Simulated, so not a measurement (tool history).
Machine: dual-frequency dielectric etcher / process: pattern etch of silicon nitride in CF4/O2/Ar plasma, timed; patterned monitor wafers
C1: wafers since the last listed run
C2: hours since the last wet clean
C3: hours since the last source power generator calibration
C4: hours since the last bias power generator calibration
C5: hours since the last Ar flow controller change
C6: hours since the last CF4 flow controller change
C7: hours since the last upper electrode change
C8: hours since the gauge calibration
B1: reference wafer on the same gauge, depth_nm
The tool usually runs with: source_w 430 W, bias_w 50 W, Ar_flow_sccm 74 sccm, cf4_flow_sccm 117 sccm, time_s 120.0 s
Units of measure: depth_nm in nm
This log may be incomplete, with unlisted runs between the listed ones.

Run 1, hour 0.0: usual settings but source_w 390 W, time_s 94.5 s; C1 0; C2 51.5; C3 2456.3; C4 3419.5; C5 137.8; C6 2396.7; C7 4183.4; C8 689.8; B1 195.0. Result: depth_nm 166.0 nm.
Run 2, hour 29.8: usual settings; C1 242; C2 81.3; C3 2486.1; C4 3449.3; C5 167.6; C6 2426.5; C7 4213.2; C8 719.6; B1 194.9. Result: depth_nm 234.0 nm.
Run 3, hour 57.0: usual settings; C1 221; C2 108.5; C3 2513.3; C4 3476.5; C5 194.8; C6 2453.7; C7 4240.4; C8 746.8; B1 195.1. Result: depth_nm 234.9 nm.
Run 4, hour 94.1: usual settings; C1 302; C2 145.6; C3 2550.4; C4 3513.6; C5 231.9; C6 2490.8; C7 4277.5; C8 783.9; B1 194.9. Result: depth_nm 234.9 nm.
Run 5, hour 139.2: usual settings; C1 367; C2 190.7; C3 2595.5; C4 3558.7; C5 277.0; C6 2535.9; C7 4322.6; C8 829.0; B1 195.1. Result: depth_nm 236.0 nm.
At hour 198.6: bias power generator calibrated.
At hour 256.4: gauge calibrated.
Run 6, hour 269.8: usual settings but bias_w 60 W, Ar_flow_sccm 86 sccm; C1 1031; C2 321.3; C3 2726.1; C4 71.2; C5 407.6; C6 2666.5; C7 4453.2; C8 13.4; B1 195.0. Result: depth_nm 252.1 nm.
At hour 296.1: CF4 flow controller replaced.
Run 7, hour 322.5: usual settings but time_s 104.0 s; C1 380; C2 374.0; C3 2778.8; C4 123.9; C5 460.3; C6 26.4; C7 4505.9; C8 66.1; B1 195.2. Result: depth_nm 205.1 nm.
At hour 344.7: source power generator calibrated.
Run 8, hour 370.4: usual settings but source_w 330 W, Ar_flow_sccm 87 sccm, cf4_flow_sccm 138 sccm, time_s 88.5 s; C1 357; C2 421.9; C3 25.7; C4 171.8; C5 508.2; C6 74.3; C7 4553.8; C8 114.0; B1 195.1. Result: depth_nm 130.4 nm.
Run 9, hour 401.9: usual settings; C1 256; C2 453.4; C3 57.2; C4 203.3; C5 539.7; C6 105.8; C7 4585.3; C8 145.5; B1 194.8. Result: depth_nm 236.2 nm.
Run 10, hour 458.2: usual settings but source_w 470 W, Ar_flow_sccm 81 sccm, cf4_flow_sccm 127 sccm, time_s 135.0 s; C1 458; C2 509.7; C3 113.5; C4 259.6; C5 596.0; C6 162.1; C7 4641.6; C8 201.8; B1 195.0. Result: depth_nm 292.2 nm.
At hour 501.3: upper electrode replaced, of another model than before.
Run 11, hour 501.8: usual settings; C1 159; C2 553.3; C3 157.1; C4 303.2; C5 639.6; C6 205.7; C7 0.5; C8 245.4; B1 194.7. Result: depth_nm 238.0 nm.

Expected results for the next run?
At hour 578.1: wet clean of the chamber.
Run 12, hour 578.6: usual settings but bias_w 42 W; C1 430; C2 0.5; C3 233.9; C4 380.0; C5 716.4; C6 282.5; C7 77.3; C8 322.2; B1 ?. Result: depth_nm ?.

Logged for run 12: B1 195.0, depth_nm 222.3 nm.
Had the tool carried no hidden state, the very same run would have given depth_nm 222.1 nm.
